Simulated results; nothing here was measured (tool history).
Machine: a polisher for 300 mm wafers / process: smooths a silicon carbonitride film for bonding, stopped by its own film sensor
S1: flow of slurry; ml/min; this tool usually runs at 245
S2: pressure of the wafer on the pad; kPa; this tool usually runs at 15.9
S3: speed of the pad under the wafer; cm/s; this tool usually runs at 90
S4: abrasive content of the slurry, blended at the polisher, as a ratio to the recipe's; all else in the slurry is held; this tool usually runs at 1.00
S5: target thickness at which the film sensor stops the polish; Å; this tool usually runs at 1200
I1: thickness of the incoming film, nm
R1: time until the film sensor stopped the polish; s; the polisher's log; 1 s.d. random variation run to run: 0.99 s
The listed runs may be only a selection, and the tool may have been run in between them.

run 1 day=0.000 | S1=245 S2=15.9 S3=90 S4=1.00 S5=1200 | I1=140.7 | R1=65.5
run 2 day=1.625 | S1=245 S2=15.9 S3=90 S4=1.00 S5=1200 | I1=139.1 | R1=62.9
-- day=3.542 slurry nozzle cleaned
-- day=5.450 slurry blender recalibrated
-- day=6.792 worn pad replaced by a new one
run 3 day=6.812 | S1=245 S2=15.9 S3=90 S4=1.00 S5=1200 | I1=142.2 | R1=67.9
run 4 day=10.008 | S1=245 S2=15.9 S3=90 S4=1.00 S5=1200 | I1=139.8 | R1=63.3
run 5 day=12.046 | S1=245 S2=15.9 S3=90 S4=1.00 S5=1200 | I1=141.3 | R1=70.9
-- day=12.317 slurry nozzle cleaned
-- day=14.029 slurry blender recalibrated
run 6 day=14.233 | S1=265 S2=15.9 S3=90 S4=1.00 S5=1200 | I1=141.9 | R1=65.9
-- day=14.767 worn pad replaced by a new one
run 7 day=16.888 | S1=265 S2=15.9 S3=90 S4=1.00 S5=1200 | I1=140.0 | R1=61.3
-- day=18.775 head pressure recalibrated
run 8 day=18.883 | S1=265 S2=15.9 S3=90 S4=1.00 S5=1200 | I1=139.1 | R1=60.8
run 9 day=20.392 | S1=245 S2=15.9 S3=90 S4=1.00 S5=1200 | I1=137.4 | R1=55.2
-- day=21.083 slurry nozzle cleaned
-- day=22.158 worn pad replaced by a new one
-- day=22.233 slurry blender recalibrated
run 10 day=22.254 | S1=245 S2=15.9 S3=90 S4=1.00 S5=1200 | I1=141.7 | R1=63.8
run 11 day=24.329 | S1=265 S2=15.9 S3=90 S4=1.00 S5=1200 | I1=140.4 | R1=64.6
run 12 day=26.725 | S1=200 S2=20.7 S3=90 S4=0.90 S5=1250 | I1=140.3 | R1=44.2
run 13 day=29.529 | S1=245 S2=15.9 S3=90 S4=1.00 S5=1200 | I1=141.6 | R1=69.3
-- day=29.925 worn pad replaced by a new one
-- day=30.138 slurry nozzle cleaned
-- day=30.892 slurry blender recalibrated
run 14 day=31.058 | S1=245 S2=15.9 S3=90 S4=1.00 S5=1200 | I1=141.0 | R1=63.6
run 15 day=32.758 | S1=245 S2=20.7 S3=90 S4=1.00 S5=1200 | I1=140.9 | R1=55.1
run 16 day=34.962 | S1=245 S2=13.1 S3=118 S4=1.00 S5=1150 | I1=140.0 | R1=74.7
run 17 day=36.554 | S1=295 S2=15.9 S3=106 S4=1.15 S5=1200 | I1=142.0 | R1=57.9
-- day=38.508 worn pad replaced by a new one
run 18 day=39.346 | S1=245 S2=15.9 S3=100 S4=1.00 S5=1200 | I1=138.9 | R1=59.6
-- day=39.517 slurry nozzle cleaned
-- day=40.167 slurry blender recalibrated
run 19 day=41.475 | S1=245 S2=15.9 S3=90 S4=0.90 S5=1250 | I1=139.3 | R1=45.0
run 20 day=42.892 | S1=165 S2=12.4 S3=90 S4=1.00 S5=1200 | I1=138.0 | R1=65.8

For each run, what was the tool's unlogged condition?
removal rate lost through wear of the pad, %: 0 at every run
slurry flow missing at the pad, %: 0 at every run
deviation of the head's pressure from its setpoint, %: 0 at every run
H1: abrasive missing from the slurry, %
run=1 H1=11.9
run=2 H1=15.7
run=3 H1=6.19
run=4 H1=13.7
run=5 H1=18.4
run=6 H1=1.14
run=7 H1=7.36
run=8 H1=12
run=9 H1=15.6
run=10 H1=2.56
run=11 H1=7.42
run=12 H1=13
run=13 H1=19.6
run=14 H1=4.79
run=15 H1=8.77
run=16 H1=13.9
run=17 H1=17.7
run=18 H1=24.2
run=19 H1=4.22
run=20 H1=7.54

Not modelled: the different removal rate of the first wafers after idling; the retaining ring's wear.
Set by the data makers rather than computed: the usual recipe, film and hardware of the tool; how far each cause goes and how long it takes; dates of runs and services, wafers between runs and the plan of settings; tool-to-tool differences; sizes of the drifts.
